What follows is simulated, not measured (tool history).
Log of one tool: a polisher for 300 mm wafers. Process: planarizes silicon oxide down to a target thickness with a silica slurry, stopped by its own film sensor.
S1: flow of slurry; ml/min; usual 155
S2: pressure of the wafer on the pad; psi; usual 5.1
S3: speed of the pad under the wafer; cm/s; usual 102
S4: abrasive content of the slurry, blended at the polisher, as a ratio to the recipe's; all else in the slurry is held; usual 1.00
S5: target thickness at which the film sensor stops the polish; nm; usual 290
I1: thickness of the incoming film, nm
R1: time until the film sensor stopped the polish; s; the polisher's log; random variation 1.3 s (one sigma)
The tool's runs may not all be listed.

{"run": 1, "day": 0.0, "S1": 155, "S2": 5.1, "S3": 102, "S4": 1.0, "S5": 336, "I1": 570.2, "R1": 84.1}
{"day": 0.712, "done": "worn pad replaced by a new one"}
{"run": 2, "day": 0.733, "S1": 175, "S2": 4.3, "S3": 102, "S4": 1.0, "S5": 290, "I1": 575.0, "R1": 122.6}
{"day": 1.046, "done": "head pressure recalibrated"}
{"run": 3, "day": 1.267, "S1": 175, "S2": 4.3, "S3": 102, "S4": 1.0, "S5": 290, "I1": 565.2, "R1": 106.3}
{"run": 4, "day": 3.096, "S1": 175, "S2": 4.3, "S3": 102, "S4": 1.0, "S5": 290, "I1": 563.1, "R1": 105.3}
{"run": 5, "day": 3.483, "S1": 155, "S2": 3.7, "S3": 128, "S4": 1.0, "S5": 290, "I1": 568.2, "R1": 106.4}
{"run": 6, "day": 3.754, "S1": 155, "S2": 3.7, "S3": 128, "S4": 1.0, "S5": 290, "I1": 561.3, "R1": 102.3}
{"run": 7, "day": 4.308, "S1": 155, "S2": 3.7, "S3": 128, "S4": 1.0, "S5": 290, "I1": 563.5, "R1": 102.5}
{"day": 4.504, "done": "worn pad replaced by a new one"}
{"day": 4.7, "done": "slurry nozzle cleaned"}
{"run": 8, "day": 5.038, "S1": 155, "S2": 5.7, "S3": 86, "S4": 1.25, "S5": 290, "I1": 566.5, "R1": 81.1}
{"run": 9, "day": 5.629, "S1": 155, "S2": 5.1, "S3": 102, "S4": 1.0, "S5": 290, "I1": 566.6, "R1": 90.7}
{"run": 10, "day": 6.258, "S1": 155, "S2": 5.1, "S3": 102, "S4": 1.3, "S5": 290, "I1": 566.7, "R1": 79.0}
{"run": 11, "day": 6.804, "S1": 170, "S2": 4.5, "S3": 88, "S4": 0.75, "S5": 290, "I1": 569.1, "R1": 140.3}
{"day": 7.158, "done": "conditioning disc replaced and pad reconditioned"}
{"run": 12, "day": 7.517, "S1": 155, "S2": 5.1, "S3": 102, "S4": 1.0, "S5": 319, "I1": 574.9, "R1": 83.2}
{"run": 13, "day": 7.862, "S1": 175, "S2": 5.1, "S3": 138, "S4": 1.0, "S5": 204, "I1": 567.0, "R1": 92.4}
{"run": 14, "day": 8.15, "S1": 155, "S2": 5.1, "S3": 102, "S4": 1.0, "S5": 290, "I1": 573.2, "R1": 94.4}
{"day": 8.746, "done": "worn pad replaced by a new one"}
{"run": 15, "day": 8.812, "S1": 190, "S2": 5.1, "S3": 102, "S4": 1.0, "S5": 386, "I1": 576.7, "R1": 60.1}
{"day": 8.9, "done": "slurry blender recalibrated"}
{"run": 16, "day": 9.167, "S1": 100, "S2": 5.7, "S3": 102, "S4": 1.25, "S5": 260, "I1": 579.8, "R1": 90.4}
{"run": 17, "day": 9.654, "S1": 155, "S2": 5.1, "S3": 88, "S4": 0.85, "S5": 228, "I1": 579.6, "R1": 144.4}
{"run": 18, "day": 10.196, "S1": 155, "S2": 4.4, "S3": 102, "S4": 1.0, "S5": 290, "I1": 561.5, "R1": 103.9}
{"run": 19, "day": 10.825, "S1": 185, "S2": 5.1, "S3": 102, "S4": 1.0, "S5": 264, "I1": 567.5, "R1": 96.4}
{"run": 20, "day": 11.396, "S1": 110, "S2": 5.1, "S3": 114, "S4": 1.0, "S5": 290, "I1": 564.6, "R1": 85.6}
{"run": 21, "day": 11.767, "S1": 155, "S2": 5.1, "S3": 122, "S4": 0.85, "S5": 290, "I1": 574.1, "R1": 90.7}
{"run": 22, "day": 12.258, "S1": 185, "S2": 5.1, "S3": 68, "S4": 1.15, "S5": 290, "I1": 570.2, "R1": 119.2}
{"run": 23, "day": 12.554, "S1": 155, "S2": 5.1, "S3": 116, "S4": 1.3, "S5": 230, "I1": 578.7, "R1": 91.1}
{"day": 13.079, "done": "worn pad replaced by a new one"}
{"run": 24, "day": 13.1, "S1": 155, "S2": 3.8, "S3": 102, "S4": 1.0, "S5": 290, "I1": 565.7, "R1": 121.9}
{"run": 25, "day": 13.517, "S1": 155, "S2": 5.1, "S3": 102, "S4": 1.2, "S5": 264, "I1": 563.8, "R1": 87.2}

Measured less the same run without the tool's hidden state. The same run-to-run variation is in both; the gauge's scatter may not be:
The hidden state here: removal rate lost through wear of the pad, %; slurry flow missing at the pad, %; deviation of the head's pressure from its setpoint, %; abrasive missing from the slurry, %; time polished since the conditioner stopped cutting, s.
run=1 R1=+7.2
run=2 R1=+11.0
run=3 R1=-0.7
run=4 R1=-0.6
run=5 R1=-0.6
run=6 R1=-0.6
run=7 R1=-0.5
run=8 R1=-0.4
run=9 R1=-0.5
run=10 R1=-0.3
run=11 R1=-0.5
run=12 R1=-0.2
run=13 R1=-0.2
run=14 R1=-0.2
run=15 R1=-0.1
run=16 R1=-0.1
run=17 R1=+0.0
run=18 R1=+0.1
run=19 R1=+0.2
run=20 R1=+0.3
run=21 R1=+0.4
run=22 R1=+0.6
run=23 R1=+0.5
run=24 R1=+0.8
run=25 R1=+0.7
